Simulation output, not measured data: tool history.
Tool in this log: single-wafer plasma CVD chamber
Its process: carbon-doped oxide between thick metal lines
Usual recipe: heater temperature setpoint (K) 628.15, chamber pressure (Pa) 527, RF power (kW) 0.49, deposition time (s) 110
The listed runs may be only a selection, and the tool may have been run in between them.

run	hour	heater temperature setpoint (K)	chamber pressure (Pa)	RF power (kW)	deposition time (s)	read-back reference wafer on the same gauge, thickness_nm	mean film thickness on the monitor wafer (Å)
1	0	628.15	527	0.49	110	431.243	5225.66
2	63.6	628.15	527	0.49	110	430.95	5183.68
3	90.1	628.15	527	0.49	110	430.794	5208.56
4	127.7	628.15	527	0.49	110	430.895	5207.71
5	172.1	628.15	527	0.49	110	430.568	5218.89
6	205.4	628.15	527	0.49	110	430.793	5205.25
7	273.4	628.15	527	0.49	110	431.074	5210.73
8	338.2	624.15	527	0.49	110	430.854	5261.19
# hour 353.2: gauge calibrated
# hour 373.9: showerhead replaced
9	402.6	624.15	527	0.49	110	431.35	5248.3
10	462.8	624.15	527	0.49	110	430.984	5258.87
11	491.1	628.15	527	0.49	110	431.365	5202.4
# hour 501.5: thermocouple changed; heater temperature recalibrated
# hour 524.2: capacitance manometer re-zeroed and calibrated
12	553.5	628.15	563	0.49	117	431.277	5522.46
13	614	638.15	623	0.58	124	431.436	6513.69
# hour 663.5: RF generator calibrated
14	685.6	628.15	527	0.49	110	431.23	5263.36
15	733.5	623.15	644	0.565	110	431.231	5973.89
16	793.4	640.15	527	0.46	110	431.146	4906.68
17	827.3	640.15	641	0.49	124	431.019	5887.22
18	898.1	628.15	527	0.55	110	430.997	5706.63
19	936.2	617.15	655	0.515	132	431.271	6859.51
20	973.8	636.15	656	0.57	130	430.751	6939.31
21	1035.4	628.15	527	0.49	110	431.101	5283.58
22	1092.8	628.15	527	0.49	110	431.641	5257.26
23	1159.1	628.15	527	0.49	110	431.06	5275.08

Each row is a separate what-if for the run after 23, all from the same tool condition, not one after another. Results?
A	1159.5	628.15	527	0.49	110	?	?
B	1159.5	633.15	527	0.49	96	?	?
C	1159.5	628.15	527	0.53	99	?	?

run	read-back reference wafer on the same gauge, thickness_nm	mean film thickness on the monitor wafer (Å)
A	430.726	5265.39
B	430.726	4549.21
C	430.726	5014.48
With no hidden state in the tool, these same runs would have given:
run	mean film thickness on the monitor wafer (Å)
A	5256.77
B	4542.42
C	5005.35
